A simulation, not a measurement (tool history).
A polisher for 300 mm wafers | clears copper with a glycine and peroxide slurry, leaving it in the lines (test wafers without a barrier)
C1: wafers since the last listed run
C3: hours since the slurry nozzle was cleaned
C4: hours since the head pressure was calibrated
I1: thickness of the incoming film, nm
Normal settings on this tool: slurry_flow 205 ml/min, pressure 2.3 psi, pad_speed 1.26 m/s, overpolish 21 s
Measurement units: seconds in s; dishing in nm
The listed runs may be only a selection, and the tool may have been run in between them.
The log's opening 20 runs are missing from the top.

-- hour=1220.7 worn pad replaced by a new one
run 21 hour=1223.6 | slurry_flow=175 pressure=2 pad_speed=1.26 overpolish=14 | C1=538 wafers_polished_on_this_pad=23 C3=180 C4=200.4 | I1=668.1 | seconds=145.4 dishing=41.4
run 22 hour=1277.8 | slurry_flow=205 pressure=2.3 pad_speed=1.26 overpolish=21 | C1=438 wafers_polished_on_this_pad=461 C3=234.2 C4=254.6 | I1=679.4 | seconds=133.1 dishing=62.2
run 23 hour=1321.5 | slurry_flow=205 pressure=2.3 pad_speed=0.84 overpolish=21 | C1=353 wafers_polished_on_this_pad=814 C3=277.9 C4=298.3 | I1=664.5 | seconds=177.8 dishing=48.1
run 24 hour=1389 | slurry_flow=180 pressure=1.9 pad_speed=1.26 overpolish=14 | C1=545 wafers_polished_on_this_pad=1360 C3=345.4 C4=365.8 | I1=666.4 | seconds=145.7 dishing=39.2
run 25 hour=1417 | slurry_flow=205 pressure=1.9 pad_speed=1.26 overpolish=14 | C1=226 wafers_polished_on_this_pad=1586 C3=373.4 C4=393.8 | I1=679 | seconds=150.6 dishing=39.6
run 26 hour=1482.2 | slurry_flow=205 pressure=2.3 pad_speed=1.26 overpolish=21 | C1=527 wafers_polished_on_this_pad=2113 C3=438.6 C4=459 | I1=668.5 | seconds=129.5 dishing=60.2
run 27 hour=1524.9 | slurry_flow=230 pressure=1.8 pad_speed=0.96 overpolish=12 | C1=345 wafers_polished_on_this_pad=2459 C3=481.3 C4=501.7 | I1=671.3 | seconds=187 dishing=28.6
run 28 hour=1587.5 | slurry_flow=165 pressure=2.3 pad_speed=1.26 overpolish=21 | C1=506 wafers_polished_on_this_pad=2965 C3=543.9 C4=564.3 | I1=666.9 | seconds=131.5 dishing=58.4

The next listed run, before its measurement:
run 29 hour=1633.7 | slurry_flow=205 pressure=2.8 pad_speed=1.26 overpolish=21 | C1=373 wafers_polished_on_this_pad=3338 C3=590.1 C4=610.5 | I1=669.9 | seconds=? dishing=?

{"run 29": {"seconds": 112.6, "dishing": 67.9}}
If the tool had no hidden condition, the same run with the same run-to-run variation would have returned seconds 111.1 s, dishing 68.6 nm.
